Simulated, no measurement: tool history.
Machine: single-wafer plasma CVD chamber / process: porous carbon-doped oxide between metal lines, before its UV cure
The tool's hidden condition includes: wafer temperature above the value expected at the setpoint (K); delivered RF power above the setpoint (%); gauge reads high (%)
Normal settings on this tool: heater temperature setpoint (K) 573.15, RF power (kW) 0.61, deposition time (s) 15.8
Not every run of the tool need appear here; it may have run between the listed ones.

run	hour	heater temperature setpoint (K)	RF power (kW)	deposition time (s)	wafers since the last listed run	hours since the last thermocouple change	hours since the last RF generator calibration	hours since the showerhead was replaced	hours since the gauge calibration	read-back reference wafer on the same gauge, thickness_nm	mean film thickness on the monitor wafer (Å)
1	0	573.15	0.61	15.8	0	2207.7	523.3	3325.5	842.4	100.074	849.12
2	98.4	573.15	0.61	15.8	2079	2306.1	621.7	3423.9	940.8	100.046	852.7
3	153.9	573.15	0.61	15.8	1172	2361.6	677.2	3479.4	996.3	100.157	853.37
4	396.2	573.15	0.61	15.8	5120	2603.9	919.5	3721.7	1238.6	100.007	865.15
5	443.4	573.15	0.61	15.8	997	2651.1	966.7	3768.9	1285.8	100.139	857.32
6	541.7	573.15	0.61	15.8	2077	2749.4	1065	3867.2	1384.1	100.062	864.69
# hour 571: thermocouple changed; heater temperature recalibrated
7	632.5	573.15	0.61	15.8	1749	61.5	1155.8	3958	1474.9	100.148	833.11
8	715.1	573.15	0.61	15.8	1745	144.1	1238.4	4040.6	1557.5	100.07	827.01
9	822.5	562.15	0.61	15.8	2269	251.5	1345.8	4148	1664.9	100.108	883.39
# hour 894.4: gauge calibrated
10	995.5	562.15	0.61	15.8	3656	424.5	1518.8	4321	101.1	100.202	877.06
11	1097.1	585.15	0.66	18.2	2147	526.1	1620.4	4422.6	202.7	100.018	954.83
12	1165.4	573.15	0.7	18	1443	594.4	1688.7	4490.9	271	100.023	1062.65
# hour 1200.3: showerhead replaced
# hour 1239.9: RF generator calibrated
13	1240.4	573.15	0.61	16.9	1246	669.4	0.5	40.1	346	100.041	905.13
14	1343.7	573.15	0.645	12.7	2183	772.7	103.8	143.4	449.3	100.119	721.89
15	1388	573.15	0.61	15.8	936	817	148.1	187.7	493.6	100.277	846.35
16	1431.2	573.15	0.61	18	913	860.2	191.3	230.9	536.8	99.982	960.89
17	1488.3	573.15	0.535	15.8	1206	917.3	248.4	288	593.9	100.129	740.75
18	1578.8	560.15	0.51	12.9	1912	1007.8	338.9	378.5	684.4	100.225	624.61
19	1682	573.15	0.61	15.8	2181	1111	442.1	481.7	787.6	100.088	852.1
20	1745	587.15	0.55	15.8	1331	1174	505.1	544.7	850.6	100.073	711.72

Predict each of these 4 candidate next runs independently; none follows another, all start after run 20:
A	1745.4	573.15	0.61	15.8	8	1174.4	505.5	545.1	851	?	?
B	1745.4	564.15	0.515	14.2	8	1174.4	505.5	545.1	851	?	?
C	1745.4	573.15	0.715	15.8	8	1174.4	505.5	545.1	851	?	?
D	1745.4	585.15	0.51	16.7	8	1174.4	505.5	545.1	851	?	?

run	read-back reference wafer on the same gauge, thickness_nm	mean film thickness on the monitor wafer (Å)
A	100.003	852.72
B	100.003	678.15
C	100.003	987.85
D	100.003	702.58
Take away the tool's hidden state, keep each run's random variation, and the runs would have read:
run	mean film thickness on the monitor wafer (Å)
A	852.41
B	677.92
C	987.43
D	702.75

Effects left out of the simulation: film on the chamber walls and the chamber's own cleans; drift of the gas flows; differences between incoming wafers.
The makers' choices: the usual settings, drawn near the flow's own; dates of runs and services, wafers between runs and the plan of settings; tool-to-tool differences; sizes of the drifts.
